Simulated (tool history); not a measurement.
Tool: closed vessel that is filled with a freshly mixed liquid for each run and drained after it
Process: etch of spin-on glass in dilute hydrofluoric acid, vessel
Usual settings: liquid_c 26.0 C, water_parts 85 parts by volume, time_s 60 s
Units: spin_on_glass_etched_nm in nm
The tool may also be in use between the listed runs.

run,hour,liquid_c,water_parts,time_s,"read-back film thickness of the spin-on glass reference wafer, read on the same gauge (nm)",spin_on_glass_etched_nm
1,0.0,26.0,85,50,89.99,25.59
2,17.6,26.0,85,50,89.99,25.62
3,24.5,26.0,85,50,90.01,25.76
4,54.0,29.5,75,60,90.01,40.58
5,67.0,29.5,75,60,90.00,40.53
6,76.2,26.0,85,60,90.00,30.62
7,92.1,26.0,85,60,89.99,30.71
8,99.9,28.5,85,70,89.99,39.46
9,112.6,26.0,105,60,89.99,24.24
# hour 114.7: thermometer replaced
# hour 118.2: hydrofluoric acid flow meter replaced
10,125.9,29.5,75,60,89.99,44.47
11,138.9,24.5,45,60,89.98,63.07
# hour 149.1: gauge calibrated
12,151.9,24.0,115,90,90.00,33.31
13,164.0,29.5,45,40,90.01,51.56
14,173.7,26.0,115,50,90.01,19.95
15,187.2,26.0,85,50,89.99,28.10

The same runs without the tool's hidden state, with the same run-to-run variation:
The hidden state here: liquid colder than its thermometer reads (K); hydrofluoric acid flow above the setpoint (%); gauge reads high (%).
run,spin_on_glass_etched_nm
1,28.17
2,28.24
3,28.42
4,44.76
5,44.74
6,33.89
7,34.03
8,43.65
9,26.86
10,44.69
11,63.46
12,33.53
13,51.95
14,20.11
15,28.35
